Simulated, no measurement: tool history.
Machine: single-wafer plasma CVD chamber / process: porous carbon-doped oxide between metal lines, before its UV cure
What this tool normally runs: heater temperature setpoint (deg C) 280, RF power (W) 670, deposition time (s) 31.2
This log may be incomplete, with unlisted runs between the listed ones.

run,hour,heater temperature setpoint (deg C),RF power (W),deposition time (s),wafers since the last listed run,hours since the last thermocouple change,hours since the last RF generator calibration,hours since the showerhead was replaced,hours since the gauge calibration,"read-back reference wafer on the same gauge, thickness_nm",mean film thickness on the monitor wafer (Å)
1,0,280,670,31.2,0,1612,1955.6,4352.5,426.8,209.752,2382.75
2,32.9,280,670,31.2,771,1644.9,1988.5,4385.4,459.7,209.989,2385.89
3,108.8,280,670,31.2,1780,1720.8,2064.4,4461.3,535.6,209.812,2375.37
4,140.5,280,670,31.2,743,1752.5,2096.1,4493,567.3,209.869,2372.92
5,159.9,280,735,31.2,454,1771.9,2115.5,4512.4,586.7,210.076,2520.01
6,188.9,280,670,31.2,680,1800.9,2144.5,4541.4,615.7,210.088,2377.41
7,212.1,280,670,31.2,544,1824.1,2167.7,4564.6,638.9,210.019,2353.23
8,224.6,280,670,31.2,293,1836.6,2180.2,4577.1,651.4,209.951,2375.37
# hour 256.9: thermocouple changed; heater temperature recalibrated
9,261.1,287,755,31.2,668,4.2,2216.7,4613.6,687.9,210.184,2336.05
# hour 283.4: gauge calibrated
10,288.9,287,755,31.2,652,32,2244.5,4641.4,5.5,210.014,2330.06
11,320.9,287,755,31.2,750,64,2276.5,4673.4,37.5,209.92,2343.84
# hour 331.2: RF generator calibrated
12,342.4,280,670,31.2,316,85.5,11.2,4694.9,59,210.027,2412.39
13,401,280,670,31.2,1374,144.1,69.8,4753.5,117.6,209.921,2404.25
14,417.8,272,630,31.2,394,160.9,86.6,4770.3,134.4,210.103,2451.65
15,452,289,795,32.8,802,195.1,120.8,4804.5,168.6,210.194,2673.55
# hour 492.8: showerhead replaced
16,493.3,280,670,31.2,780,236.4,162.1,0.5,209.9,210.02,2424.91
17,511.5,276,770,37.3,426,254.6,180.3,18.7,228.1,210.187,3255.51
18,547.1,272,565,25,834,290.2,215.9,54.3,263.7,209.877,1850.98
19,571.6,289,790,31.2,574,314.7,240.4,78.8,288.2,209.668,2545.03
20,589.5,287,755,31.2,419,332.6,258.3,96.7,306.1,209.854,2496.74
21,624.7,269,730,36.8,825,367.8,293.5,131.9,341.3,210.333,3283.44
22,638.1,280,670,31.2,314,381.2,306.9,145.3,354.7,209.789,2428.44
23,670.5,280,670,31.2,759,413.6,339.3,177.7,387.1,210.136,2435.16
24,690.4,280,565,31.2,466,433.5,359.2,197.6,407,209.863,2153.54
25,708.3,268,670,31.2,419,451.4,377.1,215.5,424.9,210.072,2669.14
26,733.4,280,670,31.2,588,476.5,402.2,240.6,450,209.933,2431.22

4 ways to go on from here, each from the tool as it stands after run 26. What would each give?
A,733.8,280,540,31.2,9,476.9,402.6,241,450.4,?,?
B,733.8,284,580,26.8,9,476.9,402.6,241,450.4,?,?
C,733.8,280,575,25.4,9,476.9,402.6,241,450.4,?,?
D,733.8,271,610,28.6,9,476.9,402.6,241,450.4,?,?

run,"read-back reference wafer on the same gauge, thickness_nm",mean film thickness on the monitor wafer (Å)
A,209.891,2073.7
B,209.891,1830.24
C,209.891,1778.05
D,209.891,2225.13
With the hidden condition removed and each run's random variation left untouched, the same runs would have given:
run,mean film thickness on the monitor wafer (Å)
A,2052.14
B,1811.73
C,1759.12
D,2199.42

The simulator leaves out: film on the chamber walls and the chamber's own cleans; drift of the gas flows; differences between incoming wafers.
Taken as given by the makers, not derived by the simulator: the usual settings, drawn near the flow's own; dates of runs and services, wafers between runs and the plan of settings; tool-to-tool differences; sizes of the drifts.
